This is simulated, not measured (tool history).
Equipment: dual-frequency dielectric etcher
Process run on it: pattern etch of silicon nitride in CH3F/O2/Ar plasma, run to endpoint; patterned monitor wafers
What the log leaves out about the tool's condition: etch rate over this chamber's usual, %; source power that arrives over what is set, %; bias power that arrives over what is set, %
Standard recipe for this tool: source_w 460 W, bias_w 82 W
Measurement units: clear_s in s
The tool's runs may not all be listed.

run	hour	source_w	bias_w	wafers since the last listed run	hours since the last wet clean	hours since the last source power generator calibration	hours since the last bias power generator calibration	hours since the last upper electrode change	incoming incoming film thickness, nm	clear_s
1	0.0	460	82	0	355.5	2107.9	3143.0	2624.8	20.05	27.0
2	92.7	460	82	1017	448.2	2200.6	3235.7	2717.5	20.08	26.9
3	159.9	460	82	737	515.4	2267.8	3302.9	2784.7	20.23	27.1
# hour 268.7: wet clean of the chamber
4	269.2	460	82	936	0.5	2377.1	3412.2	2894.0	19.98	27.4
5	318.5	460	82	541	49.8	2426.4	3461.5	2943.3	20.14	27.5
6	364.4	460	82	503	95.7	2472.3	3507.4	2989.2	20.22	27.5
7	436.5	460	82	791	167.8	2544.4	3579.5	3061.3	20.18	27.3
8	521.3	460	66	930	252.6	2629.2	3664.3	3146.1	19.97	29.2
9	605.6	460	82	925	336.9	2713.5	3748.6	3230.4	20.32	27.6
10	644.4	460	82	425	375.7	2752.3	3787.4	3269.2	19.98	26.9
11	701.3	460	82	624	432.6	2809.2	3844.3	3326.1	20.22	27.2
12	789.7	460	82	970	521.0	2897.6	3932.7	3414.5	20.16	26.9
# hour 896.7: wet clean of the chamber
13	897.2	460	82	916	0.5	3005.1	4040.2	3522.0	20.16	27.7
14	983.5	460	82	947	86.8	3091.4	4126.5	3608.3	20.01	27.4
15	1034.6	460	82	560	137.9	3142.5	4177.6	3659.4	20.17	27.5
16	1073.4	460	82	425	176.7	3181.3	4216.4	3698.2	19.85	27.2
17	1119.3	460	71	503	222.6	3227.2	4262.3	3744.1	19.97	28.6
# hour 1156.5: bias power generator calibrated
18	1189.1	340	72	722	292.4	3297.0	32.6	3813.9	20.00	31.1
19	1240.3	460	82	562	343.6	3348.2	83.8	3865.1	20.26	27.5
20	1276.5	460	102	397	379.8	3384.4	120.0	3901.3	20.14	25.2
# hour 1349.2: source power generator calibrated
21	1367.5	460	82	954	470.8	18.3	211.0	3992.3	19.97	26.5
# hour 1425.8: upper electrode replaced
# hour 1437.9: wet clean of the chamber
22	1450.5	520	82	515	12.6	101.3	294.0	24.7	20.22	26.4
23	1537.8	430	82	958	99.9	188.6	381.3	112.0	20.08	27.7
24	1626.9	460	82	978	189.0	277.7	470.4	201.1	20.13	27.0
25	1679.4	350	71	576	241.5	330.2	522.9	253.6	20.10	30.9
26	1729.4	370	68	548	291.5	380.2	572.9	303.6	20.19	31.0
27	1807.5	460	82	857	369.6	458.3	651.0	381.7	20.07	26.7
28	1878.7	540	82	781	440.8	529.5	722.2	452.9	20.03	25.2
29	1965.5	530	82	952	527.6	616.3	809.0	539.7	20.18	25.4
# hour 2086.2: wet clean of the chamber
30	2086.7	580	82	1066	0.5	737.5	930.2	660.9	20.11	25.2
31	2132.9	460	82	507	46.7	783.7	976.4	707.1	20.22	27.4
32	2200.5	550	62	742	114.3	851.3	1044.0	774.7	20.08	28.3
33	2291.2	490	64	995	205.0	942.0	1134.7	865.4	20.18	29.1
34	2329.7	340	88	422	243.5	980.5	1173.2	903.9	20.19	28.8
35	2424.4	410	97	1039	338.2	1075.2	1267.9	998.6	20.21	26.1

Pick out some run-to-run changes in clear_s. Of each, how much would a tool without hidden state show as well, from the settings, what came in and chance, and how much is left for the hidden state and any gauge scatter not in both results compared?
Run 12 -> 13: wet clean of the chamber. clear_s +0.8 s: hidden state +0.6, all else +0.2.
Run 18 -> 19: source_w 340 -> 460, bias_w 72 -> 82. clear_s -3.6 s: hidden state +0.0, all else -3.6.
Run 20 -> 21: bias_w 102 -> 82, source power generator calibrated. clear_s +1.3 s: hidden state -0.6, all else +1.9.
Run 21 -> 22: source_w 460 -> 520, upper electrode replaced, wet clean of the chamber. clear_s -0.1 s: hidden state +0.6, all else -0.7.
Run 24 -> 25: source_w 460 -> 350, bias_w 82 -> 71. clear_s +3.9 s: hidden state +0.0, all else +3.9.
Run 26 -> 27: source_w 370 -> 460, bias_w 68 -> 82. clear_s -4.3 s: hidden state +0.0, all else -4.3.
